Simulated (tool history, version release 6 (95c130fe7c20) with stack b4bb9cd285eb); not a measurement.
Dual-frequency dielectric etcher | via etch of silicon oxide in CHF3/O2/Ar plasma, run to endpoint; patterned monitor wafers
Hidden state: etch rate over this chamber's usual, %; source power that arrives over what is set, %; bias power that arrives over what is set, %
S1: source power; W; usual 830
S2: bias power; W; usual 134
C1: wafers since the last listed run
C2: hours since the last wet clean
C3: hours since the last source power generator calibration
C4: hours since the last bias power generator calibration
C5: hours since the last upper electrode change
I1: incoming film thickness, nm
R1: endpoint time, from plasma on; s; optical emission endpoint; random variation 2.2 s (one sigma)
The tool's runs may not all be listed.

Run 1, hour 0.0: usual settings; C1 0; C2 310.7; C3 3794.1; C4 4368.8; C5 2914.6; I1 665.6. Result: R1 392.3 s.
Run 2, hour 6.3: usual settings; C1 40; C2 317.0; C3 3800.4; C4 4375.1; C5 2920.9; I1 665.1. Result: R1 387.9 s.
Run 3, hour 19.5: usual settings but S1 770 W, S2 155 W; C1 84; C2 330.2; C3 3813.6; C4 4388.3; C5 2934.1; I1 666.6. Result: R1 383.5 s.
Run 4, hour 32.2: usual settings but S1 770 W, S2 155 W; C1 81; C2 342.9; C3 3826.3; C4 4401.0; C5 2946.8; I1 665.3. Result: R1 382.5 s.
Run 5, hour 46.1: usual settings but S1 770 W, S2 155 W; C1 89; C2 356.8; C3 3840.2; C4 4414.9; C5 2960.7; I1 667.2. Result: R1 385.7 s.
Run 6, hour 53.3: usual settings but S2 113 W; C1 46; C2 364.0; C3 3847.4; C4 4422.1; C5 2967.9; I1 669.4. Result: R1 414.0 s.
At hour 82.9: wet clean of the chamber.
Run 7, hour 83.4: usual settings; C1 39; C2 0.5; C3 3877.5; C4 4452.2; C5 2998.0; I1 668.3. Result: R1 378.1 s.
Run 8, hour 83.8: usual settings; C1 2; C2 0.9; C3 3877.9; C4 4452.6; C5 2998.4; I1 671.4. Result: R1 375.4 s.
At hour 94.8: bias power generator calibrated.
At hour 109.1: upper electrode replaced.
Run 9, hour 109.6: usual settings; C1 48; C2 26.7; C3 3903.7; C4 14.8; C5 0.5; I1 670.2. Result: R1 378.6 s.
Run 10, hour 110.0: usual settings but S1 680 W, S2 124 W; C1 2; C2 27.1; C3 3904.1; C4 15.2; C5 0.9; I1 672.1. Result: R1 402.9 s.
Run 11, hour 121.6: usual settings; C1 74; C2 38.7; C3 3915.7; C4 26.8; C5 12.5; I1 667.3. Result: R1 377.3 s.
At hour 138.9: source power generator calibrated.
Run 12, hour 139.4: usual settings but S2 160 W; C1 88; C2 56.5; C3 0.5; C4 44.6; C5 30.3; I1 670.4. Result: R1 357.5 s.
Run 13, hour 152.1: usual settings but S2 102 W; C1 81; C2 69.2; C3 13.2; C4 57.3; C5 43.0; I1 662.5. Result: R1 403.1 s.
Run 14, hour 165.4: usual settings but S1 960 W, S2 123 W; C1 85; C2 82.5; C3 26.5; C4 70.6; C5 56.3; I1 666.9. Result: R1 375.0 s.
Run 15, hour 180.6: usual settings; C1 97; C2 97.7; C3 41.7; C4 85.8; C5 71.5; I1 672.5. Result: R1 385.8 s.
Run 16, hour 192.3: usual settings; C1 75; C2 109.4; C3 53.4; C4 97.5; C5 83.2; I1 664.8. Result: R1 378.9 s.
Run 17, hour 199.3: usual settings but S1 910 W, S2 167 W; C1 44; C2 116.4; C3 60.4; C4 104.5; C5 90.2; I1 669.6. Result: R1 349.0 s.
Run 18, hour 214.1: usual settings but S1 1010 W, S2 116 W; C1 94; C2 131.2; C3 75.2; C4 119.3; C5 105.0; I1 668.7. Result: R1 383.8 s.
Run 19, hour 227.3: usual settings but S1 1030 W; C1 84; C2 144.4; C3 88.4; C4 132.5; C5 118.2; I1 671.9. Result: R1 368.4 s.

Measured less the same run without the tool's hidden state. The same run-to-run variation is in both; the gauge's scatter may not be:
run     R1
  1  +16.5
  2  +16.7
  3  +17.1
  4  +17.7
  5  +18.6
  6  +20.3
  7   -2.4
  8   -2.4
  9   -1.1
 10   -1.2
 11   -0.6
 12   +0.3
 13   +1.0
 14   +1.5
 15   +2.3
 16   +2.8
 17   +2.9
 18   +4.0
 19   +4.4

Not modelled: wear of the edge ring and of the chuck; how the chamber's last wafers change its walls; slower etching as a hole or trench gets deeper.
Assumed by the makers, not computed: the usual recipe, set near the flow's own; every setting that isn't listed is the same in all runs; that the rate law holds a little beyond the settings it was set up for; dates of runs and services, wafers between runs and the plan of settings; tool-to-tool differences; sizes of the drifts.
